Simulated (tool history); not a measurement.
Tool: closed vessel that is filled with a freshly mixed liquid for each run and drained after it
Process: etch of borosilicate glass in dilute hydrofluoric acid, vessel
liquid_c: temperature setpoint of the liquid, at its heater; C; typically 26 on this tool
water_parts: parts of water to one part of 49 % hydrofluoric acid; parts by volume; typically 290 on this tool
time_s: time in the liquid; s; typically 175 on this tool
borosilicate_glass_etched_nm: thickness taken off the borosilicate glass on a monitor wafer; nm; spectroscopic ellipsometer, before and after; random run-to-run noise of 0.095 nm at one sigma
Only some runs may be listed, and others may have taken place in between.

| run | hour | liquid_c | water_parts | time_s | wafers since the last listed run | hours since the thermometer was replaced | hours since the hydrofluoric acid flow meter was replaced | hours since the gauge calibration | read-back film thickness of the borosilicate glass reference wafer, read on the same gauge (nm) | borosilicate_glass_etched_nm |
|---|---|---|---|---|---|---|---|---|---|---|
| 1 | 0 | 26 | 290 | 175 | 0 | 514.9 | 2570.2 | 125.4 | 30.04 | 10.74 |
| 2 | 33.7 | 26 | 290 | 175 | 4469 | 548.6 | 2603.9 | 159.1 | 30.01 | 10.73 |
| 3 | 46 | 26 | 290 | 175 | 1631 | 560.9 | 2616.2 | 171.4 | 30.01 | 10.65 |
| 4 | 55 | 23.5 | 290 | 175 | 1193 | 569.9 | 2625.2 | 180.4 | 29.98 | 9.83 |
| 5 | 68.7 | 23.5 | 290 | 175 | 1816 | 583.6 | 2638.9 | 194.1 | 29.97 | 9.94 |
| 6 | 80.5 | 26 | 340 | 175 | 1564 | 595.4 | 2650.7 | 205.9 | 30 | 8.64 |
| 7 | 96.2 | 26 | 340 | 175 | 2082 | 611.1 | 2666.4 | 221.6 | 30.02 | 8.62 |
| 8 | 104.2 | 26 | 290 | 175 | 1061 | 619.1 | 2674.4 | 229.6 | 30 | 10.66 |
| 9 | 111.1 | 26 | 290 | 175 | 915 | 626 | 2681.3 | 236.5 | 30 | 10.51 |
| 10 | 127.7 | 26 | 355 | 150 | 2201 | 642.6 | 2697.9 | 253.1 | 30.01 | 6.9 |
| 11 | 142.5 | 26 | 355 | 150 | 1962 | 657.4 | 2712.7 | 267.9 | 29.97 | 6.91 |
| 12 | 149.2 | 26 | 355 | 150 | 888 | 664.1 | 2719.4 | 274.6 | 30.01 | 6.99 |
|  | 169.5 | gauge calibrated |
|  | 182.9 | hydrofluoric acid flow meter replaced |
|  | 190.9 | thermometer replaced |
| 13 | 200.4 | 24.5 | 290 | 175 | 6525 | 9.5 | 17.5 | 30.9 | 30.02 | 11.86 |

What will run 14 give?
| 14 | 206.5 | 26 | 415 | 175 | 809 | 15.6 | 23.6 | 37 | ? | ? |

read-back film thickness of the borosilicate glass reference wafer, read on the same gauge (nm): 30.03
borosilicate_glass_etched_nm: 7.8 nm
With no hidden state in the tool, this same run would have given borosilicate_glass_etched_nm 8.08 nm.
